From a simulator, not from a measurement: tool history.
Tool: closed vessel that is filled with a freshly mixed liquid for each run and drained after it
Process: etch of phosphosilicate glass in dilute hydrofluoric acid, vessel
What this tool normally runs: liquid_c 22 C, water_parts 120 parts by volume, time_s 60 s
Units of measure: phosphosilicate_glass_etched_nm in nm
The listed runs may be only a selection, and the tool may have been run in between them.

| run | day | liquid_c | water_parts | time_s | wafers since the last listed run | hours since the thermometer was replaced | hours since the hydrofluoric acid flow meter was replaced | hours since the gauge calibration | read-back film thickness of the phosphosilicate glass reference wafer, read on the same gauge (nm) | phosphosilicate_glass_etched_nm |
|---|---|---|---|---|---|---|---|---|---|---|
| 1 | 0 | 22 | 120 | 60 | 0 | 2271.8 | 1592.5 | 360.9 | 150.01 | 75.22 |
| 2 | 2.896 | 22 | 120 | 60 | 7779 | 2341.3 | 1662 | 430.4 | 150.01 | 75.45 |
| 3 | 4.862 | 22 | 105 | 60 | 5283 | 2388.5 | 1709.2 | 477.6 | 150.02 | 87.85 |
| 4 | 7.846 | 22 | 105 | 60 | 8014 | 2460.1 | 1780.8 | 549.2 | 149.98 | 87.96 |
| 5 | 9.05 | 22 | 105 | 60 | 3234 | 2489 | 1809.7 | 578.1 | 149.96 | 87.58 |
| 6 | 10.3 | 22 | 120 | 60 | 3357 | 2519 | 1839.7 | 608.1 | 150.01 | 75.06 |
| 7 | 13.004 | 22 | 120 | 60 | 7264 | 2583.9 | 1904.6 | 673 | 149.96 | 75.41 |
|  | 13.992 | thermometer replaced |
| 8 | 14.446 | 22 | 120 | 60 | 3760 | 10.9 | 1939.2 | 707.6 | 150.02 | 85.05 |
| 9 | 16.438 | 17.5 | 140 | 85 | 5350 | 58.7 | 1987 | 755.4 | 150.01 | 84.82 |
|  | 18.775 | gauge calibrated |
| 10 | 19.054 | 22 | 120 | 60 | 7029 | 121.5 | 2049.8 | 6.7 | 150 | 84.76 |
| 11 | 20.308 | 24 | 85 | 60 | 3369 | 151.6 | 2079.9 | 36.8 | 149.99 | 134.54 |
| 12 | 22.583 | 22 | 120 | 60 | 6111 | 206.2 | 2134.5 | 91.4 | 150 | 85.09 |
|  | 23.762 | hydrofluoric acid flow meter replaced |
| 13 | 25.471 | 22 | 65 | 45 | 7644 | 275.5 | 41 | 160.7 | 150 | 112.28 |
| 14 | 28.133 | 22 | 120 | 60 | 7152 | 339.4 | 104.9 | 224.6 | 150.03 | 76.47 |
| 15 | 29.575 | 24.5 | 170 | 45 | 3872 | 374 | 139.5 | 259.2 | 149.97 | 42.03 |
| 16 | 30.712 | 24.5 | 65 | 50 | 3055 | 401.3 | 166.8 | 286.5 | 149.98 | 138.23 |
| 17 | 34.983 | 17 | 145 | 40 | 11472 | 503.8 | 269.3 | 389 | 150.01 | 33.54 |

5 ways to go on from here, each from the tool as it stands after run 17. What would each give?
| A | 35.012 | 17.5 | 120 | 60 | 78 | 504.5 | 270 | 389.7 | ? | ? |
| B | 35.012 | 17 | 75 | 90 | 78 | 504.5 | 270 | 389.7 | ? | ? |
| C | 35.012 | 22 | 175 | 60 | 78 | 504.5 | 270 | 389.7 | ? | ? |
| D | 35.012 | 22 | 90 | 85 | 78 | 504.5 | 270 | 389.7 | ? | ? |
| E | 35.012 | 18.5 | 120 | 45 | 78 | 504.5 | 270 | 389.7 | ? | ? |

| run | read-back film thickness of the phosphosilicate glass reference wafer, read on the same gauge (nm) | phosphosilicate_glass_etched_nm |
|---|---|---|
| A | 150.01 | 63.94 |
| B | 150.01 | 157.22 |
| C | 150.01 | 49.76 |
| D | 150.01 | 150.22 |
| E | 150.01 | 50 |
With the hidden condition removed and each run's random variation left untouched, the same runs would have given:
| run | phosphosilicate_glass_etched_nm |
|---|---|
| A | 64.41 |
| B | 158.67 |
| C | 49.93 |
| D | 151.26 |
| E | 50.34 |
